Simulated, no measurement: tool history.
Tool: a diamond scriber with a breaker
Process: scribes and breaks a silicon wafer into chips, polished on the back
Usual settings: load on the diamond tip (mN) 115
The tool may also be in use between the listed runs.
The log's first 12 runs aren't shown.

run,hour,load on the diamond tip (mN),wafers since the last listed run,hours since the diamond tip was replaced,hours since the load on the tip was calibrated,"incoming depth of the damage left on the back of the incoming wafer, um",depth of the median crack under the scribed line (nm),chips rejected at inspection after the break (%)
13,553.6,136,88,220.5,904.7,0.02,7340,2.43
14,610.6,122,156,277.5,961.7,0.05,7050,1.12
15,653.2,115,116,320.1,1004.3,0.01,6870,1.00
# hour 662.4: diamond tip replaced by a new one
16,703.9,134,133,41.5,1055.0,0.02,7430,1.71
17,855.1,115,414,192.7,1206.2,0.02,6840,1.05
18,895.6,115,111,233.2,1246.7,0.02,6900,1.02
# hour 1004.8: diamond tip replaced by a new one
19,1079.9,102,500,75.1,1431.0,0.03,6590,1.51
20,1124.4,148,122,119.6,1475.5,0.02,7680,4.34
21,1169.3,133,123,164.5,1520.4,0.05,7290,1.88
22,1207.4,129,104,202.6,1558.5,0.02,7260,1.69
# hour 1219.6: load on the tip recalibrated
23,1249.6,98,110,244.8,30.0,0.02,6550,1.83
24,1316.0,84,182,311.2,96.4,0.04,6330,4.97
25,1376.3,93,165,371.5,156.7,0.04,6300,2.61
# hour 1409.5: diamond tip replaced by a new one
26,1426.3,83,131,16.8,206.7,0.05,6230,4.54
27,1478.3,104,142,68.8,258.7,0.04,6680,1.42
28,1523.2,101,123,113.7,303.6,0.05,6540,1.70
29,1575.1,125,142,165.6,355.5,0.02,6910,1.23
30,1629.4,115,148,219.9,409.8,0.01,6830,0.87
31,1657.6,115,77,248.1,438.0,0.02,6870,1.01
32,1717.0,86,162,307.5,497.4,0.04,6190,3.74
# hour 1758.2: diamond tip replaced by a new one
33,1768.8,126,136,10.6,549.2,0.03,7180,1.35
34,1797.4,115,78,39.2,577.8,0.05,6940,0.99
35,1841.6,115,121,83.4,622.0,0.01,6850,0.97
36,1889.2,146,130,131.0,669.6,0.04,7720,3.66
37,1931.1,143,114,172.9,711.5,0.04,7560,3.18

Forecast each of these 3 alternatives for the next run:
A,1931.7,106,1,173.5,712.1,0.02,?,?
B,1931.7,149,1,173.5,712.1,0.02,?,?
C,1931.7,82,1,173.5,712.1,0.02,?,?

run,depth of the median crack under the scribed line (nm),chips rejected at inspection after the break (%)
A,6780,1.12
B,7740,3.57
C,6210,4.39
Without the tool's hidden state the same runs would have given:
run,depth of the median crack under the scribed line (nm),chips rejected at inspection after the break (%)
A,6780,1.12
B,7740,3.57
C,6210,4.39

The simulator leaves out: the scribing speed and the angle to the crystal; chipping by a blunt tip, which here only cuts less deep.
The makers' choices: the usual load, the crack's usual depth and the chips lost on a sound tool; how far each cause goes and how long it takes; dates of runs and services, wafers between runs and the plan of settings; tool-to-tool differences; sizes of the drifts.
